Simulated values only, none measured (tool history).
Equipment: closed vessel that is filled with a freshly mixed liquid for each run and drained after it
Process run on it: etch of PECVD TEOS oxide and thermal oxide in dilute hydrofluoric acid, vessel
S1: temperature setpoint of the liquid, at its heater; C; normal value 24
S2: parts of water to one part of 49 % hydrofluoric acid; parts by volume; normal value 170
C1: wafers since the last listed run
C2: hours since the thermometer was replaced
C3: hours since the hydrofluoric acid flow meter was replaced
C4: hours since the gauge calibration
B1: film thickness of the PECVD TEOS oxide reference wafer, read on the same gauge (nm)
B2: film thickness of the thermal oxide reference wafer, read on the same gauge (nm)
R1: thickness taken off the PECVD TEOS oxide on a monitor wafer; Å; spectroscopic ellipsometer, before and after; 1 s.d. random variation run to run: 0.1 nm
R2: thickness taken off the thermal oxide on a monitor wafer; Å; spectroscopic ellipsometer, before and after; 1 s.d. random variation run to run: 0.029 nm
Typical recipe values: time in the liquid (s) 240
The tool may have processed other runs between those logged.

{"run": 1, "hour": 0.0, "S1": 24, "S2": 215, "time in the liquid (s)": 240, "C1": 0, "C2": 2457, "C3": 106.2, "C4": 602.1, "B1": 99.99, "B2": 90, "R1": 120.3, "R2": 42}
{"run": 2, "hour": 26.9, "S1": 24, "S2": 170, "time in the liquid (s)": 240, "C1": 3392, "C2": 2483.9, "C3": 133.1, "C4": 629, "B1": 100.01, "B2": 90.03, "R1": 160, "R2": 55.3}
{"run": 3, "hour": 39.7, "S1": 24, "S2": 170, "time in the liquid (s)": 240, "C1": 1614, "C2": 2496.7, "C3": 145.9, "C4": 641.8, "B1": 100, "B2": 89.97, "R1": 161.6, "R2": 55.3}
{"run": 4, "hour": 72.8, "S1": 24, "S2": 170, "time in the liquid (s)": 240, "C1": 4174, "C2": 2529.8, "C3": 179, "C4": 674.9, "B1": 99.99, "B2": 90.01, "R1": 160.9, "R2": 55.9}
{"run": 5, "hour": 100.9, "S1": 24, "S2": 170, "time in the liquid (s)": 240, "C1": 3543, "C2": 2557.9, "C3": 207.1, "C4": 703, "B1": 100.01, "B2": 89.99, "R1": 160.7, "R2": 55.5}
{"run": 6, "hour": 131.4, "S1": 24, "S2": 170, "time in the liquid (s)": 240, "C1": 3846, "C2": 2588.4, "C3": 237.6, "C4": 733.5, "B1": 99.98, "B2": 90.02, "R1": 159.8, "R2": 55.8}
{"run": 7, "hour": 151.8, "S1": 24, "S2": 170, "time in the liquid (s)": 240, "C1": 2572, "C2": 2608.8, "C3": 258, "C4": 753.9, "B1": 99.97, "B2": 90.03, "R1": 159.8, "R2": 55.5}
{"hour": 158.5, "done": "gauge calibrated"}
{"hour": 164.5, "done": "thermometer replaced"}
{"run": 8, "hour": 185.1, "S1": 24, "S2": 170, "time in the liquid (s)": 240, "C1": 4073, "C2": 20.6, "C3": 291.3, "C4": 26.6, "B1": 99.99, "B2": 90.01, "R1": 177.4, "R2": 61.4}
{"run": 9, "hour": 205.5, "S1": 24, "S2": 170, "time in the liquid (s)": 320, "C1": 2572, "C2": 41, "C3": 311.7, "C4": 47, "B1": 100, "B2": 90.01, "R1": 235.5, "R2": 80.7}
{"run": 10, "hour": 240.1, "S1": 24, "S2": 170, "time in the liquid (s)": 240, "C1": 4363, "C2": 75.6, "C3": 346.3, "C4": 81.6, "B1": 100, "B2": 90.01, "R1": 175.6, "R2": 60.3}
{"run": 11, "hour": 256.7, "S1": 24, "S2": 170, "time in the liquid (s)": 240, "C1": 2093, "C2": 92.2, "C3": 362.9, "C4": 98.2, "B1": 100.01, "B2": 89.99, "R1": 176.1, "R2": 60.6}
{"run": 12, "hour": 271.1, "S1": 26.5, "S2": 85, "time in the liquid (s)": 320, "C1": 1816, "C2": 106.6, "C3": 377.3, "C4": 112.6, "B1": 100.01, "B2": 90.02, "R1": 576.4, "R2": 196.4}
{"run": 13, "hour": 294.6, "S1": 24, "S2": 170, "time in the liquid (s)": 240, "C1": 2963, "C2": 130.1, "C3": 400.8, "C4": 136.1, "B1": 100, "B2": 90.02, "R1": 176.2, "R2": 61.2}
{"run": 14, "hour": 326.8, "S1": 24, "S2": 170, "time in the liquid (s)": 240, "C1": 4060, "C2": 162.3, "C3": 433, "C4": 168.3, "B1": 99.98, "B2": 89.98, "R1": 176.3, "R2": 61}
{"run": 15, "hour": 426.9, "S1": 24, "S2": 245, "time in the liquid (s)": 195, "C1": 12624, "C2": 262.4, "C3": 533.1, "C4": 268.4, "B1": 99.98, "B2": 89.95, "R1": 93.2, "R2": 32}
{"hour": 456.9, "done": "hydrofluoric acid flow meter replaced"}
{"run": 16, "hour": 466.9, "S1": 24, "S2": 150, "time in the liquid (s)": 155, "C1": 4918, "C2": 302.4, "C3": 10, "C4": 308.4, "B1": 100.02, "B2": 90.04, "R1": 127.7, "R2": 44}
{"run": 17, "hour": 489.9, "S1": 21.5, "S2": 135, "time in the liquid (s)": 130, "C1": 2900, "C2": 325.4, "C3": 33, "C4": 331.4, "B1": 99.98, "B2": 89.95, "R1": 110.9, "R2": 37.9}
{"run": 18, "hour": 501.9, "S1": 27.5, "S2": 170, "time in the liquid (s)": 365, "C1": 1513, "C2": 337.4, "C3": 45, "C4": 343.4, "B1": 100.01, "B2": 90.05, "R1": 293.7, "R2": 102.1}
{"run": 19, "hour": 515.5, "S1": 22.5, "S2": 240, "time in the liquid (s)": 240, "C1": 1715, "C2": 351, "C3": 58.6, "C4": 357, "B1": 99.99, "B2": 90.05, "R1": 106.5, "R2": 37.2}
{"run": 20, "hour": 547.9, "S1": 24, "S2": 205, "time in the liquid (s)": 240, "C1": 4086, "C2": 383.4, "C3": 91, "C4": 389.4, "B1": 100.02, "B2": 90.01, "R1": 137.7, "R2": 47.2}
{"run": 21, "hour": 561.1, "S1": 20.5, "S2": 95, "time in the liquid (s)": 280, "C1": 1664, "C2": 396.6, "C3": 104.2, "C4": 402.6, "B1": 99.98, "B2": 90, "R1": 338.5, "R2": 117.5}
{"run": 22, "hour": 574.2, "S1": 22.5, "S2": 170, "time in the liquid (s)": 355, "C1": 1652, "C2": 409.7, "C3": 117.3, "C4": 415.7, "B1": 100.01, "B2": 89.98, "R1": 239.6, "R2": 82.1}
{"run": 23, "hour": 603.4, "S1": 24, "S2": 170, "time in the liquid (s)": 240, "C1": 3682, "C2": 438.9, "C3": 146.5, "C4": 444.9, "B1": 100.02, "B2": 90.01, "R1": 170, "R2": 59.5}
{"run": 24, "hour": 637.4, "S1": 24, "S2": 170, "time in the liquid (s)": 240, "C1": 4287, "C2": 472.9, "C3": 180.5, "C4": 478.9, "B1": 100.01, "B2": 90.02, "R1": 173, "R2": 60.1}
{"run": 25, "hour": 660.5, "S1": 20.5, "S2": 170, "time in the liquid (s)": 200, "C1": 2913, "C2": 496, "C3": 203.6, "C4": 502, "B1": 100, "B2": 90.01, "R1": 126.1, "R2": 43.1}
{"run": 26, "hour": 678.7, "S1": 22.5, "S2": 125, "time in the liquid (s)": 160, "C1": 2295, "C2": 514.2, "C3": 221.8, "C4": 520.2, "B1": 99.97, "B2": 89.98, "R1": 155.5, "R2": 53.6}
{"run": 27, "hour": 701.1, "S1": 24, "S2": 135, "time in the liquid (s)": 275, "C1": 2825, "C2": 536.6, "C3": 244.2, "C4": 542.6, "B1": 99.99, "B2": 89.97, "R1": 260.5, "R2": 89.6}

What differs in the tool's unlogged condition from the final listed run ahead of each entry between runs to the first listed run following it?
Run 7 -> run 8: gauge calibrated (hour 158.5); thermometer replaced (hour 164.5)
  liquid colder than its thermometer reads (K): 2.44 -> 0.328; hydrofluoric acid flow above the setpoint (%): 2.12 -> 2.37
  measured value less the no-hidden-state value, R1: -11.3 -> +2.7 Å; R2: -3.9 -> +0.9 Å
Run 15 -> run 16: hydrofluoric acid flow meter replaced (hour 456.9)
  liquid colder than its thermometer reads (K): 0.544 -> 0.58; hydrofluoric acid flow above the setpoint (%): 4.21 -> 0.777
  measured value less the no-hidden-state value, R1: +3 -> -1.7 Å; R2: +1 -> -0.6 Å
